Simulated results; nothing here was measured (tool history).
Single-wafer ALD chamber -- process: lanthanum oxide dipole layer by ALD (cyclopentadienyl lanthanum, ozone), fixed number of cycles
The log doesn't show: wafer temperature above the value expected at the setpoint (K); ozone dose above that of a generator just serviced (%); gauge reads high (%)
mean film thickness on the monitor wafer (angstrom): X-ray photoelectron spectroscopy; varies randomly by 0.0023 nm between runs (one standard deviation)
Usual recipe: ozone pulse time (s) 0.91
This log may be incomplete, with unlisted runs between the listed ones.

run,hour,ozone pulse time (s),wafers since the last listed run,hours since the last thermocouple change,hours since the last ozone generator service,hours since the showerhead was replaced,hours since the gauge calibration,"read-back reference wafer on the same gauge, thickness_nm",mean film thickness on the monitor wafer (angstrom)
1,0.0,0.91,0,2489.7,474.2,5736.5,944.2,0.505,4.36
2,69.0,0.91,1663,2558.7,543.2,5805.5,1013.2,0.507,4.34
3,140.9,0.64,1733,2630.6,615.1,5877.4,1085.1,0.506,3.67
# hour 163.4: gauge calibrated
4,174.1,0.64,800,2663.8,648.3,5910.6,10.7,0.507,3.67
5,210.0,0.91,865,2699.7,684.2,5946.5,46.6,0.505,4.34
6,258.1,0.91,1159,2747.8,732.3,5994.6,94.7,0.506,4.31
7,301.2,0.91,1039,2790.9,775.4,6037.7,137.8,0.506,4.32
# hour 328.5: thermocouple changed; heater temperature recalibrated
8,332.3,0.91,556,3.8,806.5,6068.8,168.9,0.507,4.29
9,403.7,0.91,1721,75.2,877.9,6140.2,240.3,0.506,4.31
# hour 435.5: showerhead replaced
10,436.0,0.91,585,107.5,910.2,0.5,272.6,0.505,4.32
# hour 465.6: ozone generator serviced
11,466.1,0.83,532,137.6,0.5,30.6,302.7,0.506,4.46
12,489.7,0.83,568,161.2,24.1,54.2,326.3,0.505,4.46
13,524.4,0.83,836,195.9,58.8,88.9,361.0,0.506,4.44
14,590.3,0.91,1588,261.8,124.7,154.8,426.9,0.506,4.58
15,633.9,0.91,1051,305.4,168.3,198.4,470.5,0.506,4.49
16,681.1,0.71,1137,352.6,215.5,245.6,517.7,0.506,4.04
17,711.9,0.75,742,383.4,246.3,276.4,548.5,0.505,4.14
18,898.6,1.06,4500,570.1,433.0,463.1,735.2,0.506,4.66
19,923.8,1.21,607,595.3,458.2,488.3,760.4,0.505,4.82
20,980.9,1.06,1376,652.4,515.3,545.4,817.5,0.506,4.64
21,1018.5,1.18,906,690.0,552.9,583.0,855.1,0.507,4.78
# hour 1058.3: gauge calibrated
22,1059.2,1.19,981,730.7,593.6,623.7,0.9,0.505,4.74
23,1111.2,0.91,1253,782.7,645.6,675.7,52.9,0.506,4.36
24,1153.2,1.01,1012,824.7,687.6,717.7,94.9,0.505,4.49
25,1188.3,1.09,846,859.8,722.7,752.8,130.0,0.507,4.63
26,1240.5,0.91,1258,912.0,774.9,805.0,182.2,0.505,4.35
27,1288.6,0.91,1159,960.1,823.0,853.1,230.3,0.505,4.35
28,1336.5,0.78,1154,1008.0,870.9,901.0,278.2,0.505,4.05
29,1363.8,0.91,658,1035.3,898.2,928.3,305.5,0.506,4.33
30,1404.2,0.91,973,1075.7,938.6,968.7,345.9,0.505,4.34
# hour 1423.7: ozone generator serviced
31,1472.9,0.81,1463,1144.4,49.2,1037.4,414.6,0.507,4.36
32,1529.0,0.57,1352,1200.5,105.3,1093.5,470.7,0.506,3.72
33,1584.0,1.18,1325,1255.5,160.3,1148.5,525.7,0.506,4.88
34,1608.2,1.13,583,1279.7,184.5,1172.7,549.9,0.507,4.78

Branching from run 34: 4 alternative next runs. What would each branch give?
A,1608.6,0.70,9,1280.1,184.9,1173.1,550.3,?,?
B,1608.6,0.66,9,1280.1,184.9,1173.1,550.3,?,?
C,1608.6,0.74,9,1280.1,184.9,1173.1,550.3,?,?
D,1608.6,0.68,9,1280.1,184.9,1173.1,550.3,?,?

run,"read-back reference wafer on the same gauge, thickness_nm",mean film thickness on the monitor wafer (angstrom)
A,0.506,4.02
B,0.506,3.92
C,0.506,4.12
D,0.506,3.97
What these runs would have given with no unlogged condition in the tool:
run,mean film thickness on the monitor wafer (angstrom)
A,4.20
B,4.10
C,4.30
D,4.15
